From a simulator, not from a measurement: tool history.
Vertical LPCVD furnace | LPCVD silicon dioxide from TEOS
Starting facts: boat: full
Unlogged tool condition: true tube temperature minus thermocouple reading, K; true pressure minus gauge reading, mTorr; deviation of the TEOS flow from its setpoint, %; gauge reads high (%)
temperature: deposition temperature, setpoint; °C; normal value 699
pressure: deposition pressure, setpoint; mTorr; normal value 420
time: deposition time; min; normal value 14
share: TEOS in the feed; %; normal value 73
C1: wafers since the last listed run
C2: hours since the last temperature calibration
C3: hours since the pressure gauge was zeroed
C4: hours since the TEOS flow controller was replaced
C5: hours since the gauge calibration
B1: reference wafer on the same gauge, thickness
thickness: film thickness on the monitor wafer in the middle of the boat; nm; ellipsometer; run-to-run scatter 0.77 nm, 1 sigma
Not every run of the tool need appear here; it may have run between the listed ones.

run 1 hour=0 | temperature=699 pressure=420 time=14 share=73 | C1=0 C2=2912.8 C3=2203.1 C4=5290.1 C5=606.3 | B1=141.12 | thickness=131.56
run 2 hour=31.2 | temperature=699 pressure=420 time=14 share=73 | C1=263 C2=2944 C3=2234.3 C4=5321.3 C5=637.5 | B1=141.61 | thickness=131.75
run 3 hour=58.1 | temperature=699 pressure=420 time=14 share=73 | C1=227 C2=2970.9 C3=2261.2 C4=5348.2 C5=664.4 | B1=141.68 | thickness=132.25
run 4 hour=85.1 | temperature=699 pressure=420 time=14 share=73 | C1=228 C2=2997.9 C3=2288.2 C4=5375.2 C5=691.4 | B1=141.84 | thickness=133.43
run 5 hour=119.8 | temperature=702 pressure=420 time=14 share=73 | C1=293 C2=3032.6 C3=2322.9 C4=5409.9 C5=726.1 | B1=142.23 | thickness=143.35
run 6 hour=141.9 | temperature=702 pressure=420 time=14 share=73 | C1=186 C2=3054.7 C3=2345 C4=5432 C5=748.2 | B1=142.57 | thickness=141.93
run 7 hour=174.8 | temperature=699 pressure=400 time=14 share=73 | C1=278 C2=3087.6 C3=2377.9 C4=5464.9 C5=781.1 | B1=142.83 | thickness=130.2
run 8 hour=195.5 | temperature=699 pressure=400 time=14 share=73 | C1=174 C2=3108.3 C3=2398.6 C4=5485.6 C5=801.8 | B1=142.96 | thickness=130.67
run 9 hour=215.4 | temperature=699 pressure=400 time=14 share=73 | C1=168 C2=3128.2 C3=2418.5 C4=5505.5 C5=821.7 | B1=143.28 | thickness=129.15
run 10 hour=272.6 | temperature=699 pressure=420 time=14 share=67 | C1=483 C2=3185.4 C3=2475.7 C4=5562.7 C5=878.9 | B1=143.96 | thickness=129.21
-- hour=308.7 thermocouples replaced and temperature profile calibrated
run 11 hour=309.2 | temperature=699 pressure=420 time=14 share=67 | C1=106 C2=0.5 C3=2512.3 C4=5599.3 C5=915.5 | B1=144.35 | thickness=128.82
-- hour=311 gauge calibrated
run 12 hour=328 | temperature=699 pressure=420 time=14 share=67 | C1=158 C2=19.3 C3=2531.1 C4=5618.1 C5=17 | B1=139.06 | thickness=123.41
run 13 hour=349.9 | temperature=699 pressure=420 time=14 share=73 | C1=185 C2=41.2 C3=2553 C4=5640 C5=38.9 | B1=139.14 | thickness=129.5
-- hour=396.9 pressure gauge zeroed
run 14 hour=397.4 | temperature=699 pressure=420 time=14 share=73 | C1=198 C2=88.7 C3=0.5 C4=5687.5 C5=86.4 | B1=139.09 | thickness=128.08
run 15 hour=407.4 | temperature=703 pressure=420 time=14 share=73 | C1=84 C2=98.7 C3=10.5 C4=5697.5 C5=96.4 | B1=138.93 | thickness=143.37
run 16 hour=439.3 | temperature=699 pressure=420 time=14 share=73 | C1=269 C2=130.6 C3=42.4 C4=5729.4 C5=128.3 | B1=139.04 | thickness=130.71
run 17 hour=451.7 | temperature=688 pressure=420 time=15.5 share=86 | C1=104 C2=143 C3=54.8 C4=5741.8 C5=140.7 | B1=138.91 | thickness=120.19
run 18 hour=485.4 | temperature=699 pressure=420 time=14 share=73 | C1=284 C2=176.7 C3=88.5 C4=5775.5 C5=174.4 | B1=139.39 | thickness=130.33
-- hour=512 TEOS flow controller replaced
run 19 hour=512.4 | temperature=695 pressure=510 time=18.5 share=84 | C1=25 C2=203.7 C3=115.5 C4=0.4 C5=201.4 | B1=139.33 | thickness=185.75
run 20 hour=541.4 | temperature=706 pressure=420 time=14 share=67 | C1=245 C2=232.7 C3=144.5 C4=29.4 C5=230.4 | B1=139.26 | thickness=146.6
run 21 hour=561.2 | temperature=702 pressure=420 time=14 share=79 | C1=167 C2=252.5 C3=164.3 C4=49.2 C5=250.2 | B1=139.33 | thickness=145.56
run 22 hour=581 | temperature=694 pressure=510 time=10 share=86 | C1=167 C2=272.3 C3=184.1 C4=69 C5=270 | B1=139.33 | thickness=98.17
run 23 hour=604.7 | temperature=699 pressure=420 time=14 share=73 | C1=200 C2=296 C3=207.8 C4=92.7 C5=293.7 | B1=139.49 | thickness=129.95
run 24 hour=638.9 | temperature=699 pressure=420 time=11.5 share=64 | C1=289 C2=330.2 C3=242 C4=126.9 C5=327.9 | B1=139.88 | thickness=100.68
run 25 hour=654.8 | temperature=694 pressure=420 time=14 share=73 | C1=134 C2=346.1 C3=257.9 C4=142.8 C5=343.8 | B1=139.64 | thickness=116.18

Forecast run 26:
run 26 hour=669.8 | temperature=699 pressure=365 time=18 share=73 | C1=126 C2=361.1 C3=272.9 C4=157.8 C5=358.8 | B1=? | thickness=?

{"run 26": {"B1": 139.74, "thickness": 155.4}}
With no hidden state in the tool, this same run would have given thickness 154.47 nm.
